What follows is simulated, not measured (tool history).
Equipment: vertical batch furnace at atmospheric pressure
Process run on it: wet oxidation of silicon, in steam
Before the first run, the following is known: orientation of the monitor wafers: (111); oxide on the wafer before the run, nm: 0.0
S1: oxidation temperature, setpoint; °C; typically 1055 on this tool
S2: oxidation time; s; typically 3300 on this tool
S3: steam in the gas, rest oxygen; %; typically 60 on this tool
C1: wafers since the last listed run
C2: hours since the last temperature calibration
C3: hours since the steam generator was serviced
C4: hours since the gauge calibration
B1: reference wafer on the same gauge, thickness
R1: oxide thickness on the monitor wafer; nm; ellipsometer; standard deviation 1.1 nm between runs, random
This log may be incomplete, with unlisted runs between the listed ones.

run	hour	S1	S2	S3	C1	C2	C3	C4	B1	R1
1	0	1055	3300	52	0	2796.6	3556.8	102.6	405.99	413.2
2	19.7	1055	3300	52	235	2816.3	3576.5	122.3	405.84	411.98
3	35.3	1045	3300	60	186	2831.9	3592.1	137.9	405.97	427.91
4	56.4	1045	3300	60	252	2853	3613.2	159	406.07	427.32
5	160.2	1072	4500	60	1241	2956.8	3717	262.8	405.91	575.61
6	239.7	1072	4500	60	950	3036.3	3796.5	342.3	406.35	576.48
7	254.5	1055	3300	60	176	3051.1	3811.3	357.1	405.86	446.55
8	285.3	1055	3300	60	368	3081.9	3842.1	387.9	406.32	447.02
9	298.1	1055	3300	60	153	3094.7	3854.9	400.7	406.04	448.78
10	314.1	1055	3300	60	191	3110.7	3870.9	416.7	405.95	448.11
# hour 347: steam generator serviced
11	347.5	1055	3300	60	112	3144.1	0.5	450.1	406.04	469.01
12	358.1	1055	3300	60	126	3154.7	11.1	460.7	406.07	468.22
# hour 416.9: gauge calibrated
13	436.9	1055	3300	60	942	3233.5	89.9	20	406.12	466.17
# hour 465.8: thermocouples replaced and temperature profile calibrated
14	466.3	1055	3300	60	64	0.5	119.3	49.4	405.56	467.02
15	482.8	1055	3300	60	197	17	135.8	65.9	406.31	467.1
16	506.9	1055	4500	54	288	41.1	159.9	90	406.19	522.61
17	529.1	1055	4470	70	265	63.3	182.1	112.2	406.16	606.4
18	554.9	1055	2370	60	308	89.1	207.9	138	406.3	384.7
19	570.5	1067	2040	60	186	104.7	223.5	153.6	405.73	372.12
20	671.6	1042	4800	55	1208	205.8	324.6	254.7	405.97	516.67
21	693.8	1055	3300	68	265	228	346.8	276.9	406.06	499.15
22	720.8	1033	3300	60	322	255	373.8	303.9	405.71	416.73
23	755.4	1055	3300	71	413	289.6	408.4	338.5	405.86	510.09
24	768.5	1033	3810	60	156	302.7	421.5	351.6	405.78	454.26
25	782.1	1063	3300	53	162	316.3	435.1	365.2	405.85	445
26	812.5	1055	3300	60	363	346.7	465.5	395.6	406.1	463.6
27	847.3	1055	4920	50	416	381.5	500.3	430.4	406.13	522.63
28	867.4	1076	3990	55	240	401.6	520.4	450.5	406.02	533.64

Some steps in R1 between neighbouring runs. How much of each would the tool show without its hidden state too (settings, what came in, random variation), and how much is left for the hidden state, with any gauge scatter that isn't in both results?
What the log doesn't record here: true tube temperature minus thermocouple reading, K; steam share off its setpoint, % of the setpoint; gauge reads high (%).
Run 4 -> 5: S1 1045 -> 1072, S2 3300 -> 4500. R1 +148.29 nm: hidden state -5.55, all else +153.84.
Run 10 -> 11: steam generator serviced. R1 +20.9 nm: hidden state +21.06, all else -0.16.
Run 17 -> 18: S2 4470 -> 2370, S3 70 -> 60. R1 -221.7 nm: hidden state +0.93, all else -222.63.

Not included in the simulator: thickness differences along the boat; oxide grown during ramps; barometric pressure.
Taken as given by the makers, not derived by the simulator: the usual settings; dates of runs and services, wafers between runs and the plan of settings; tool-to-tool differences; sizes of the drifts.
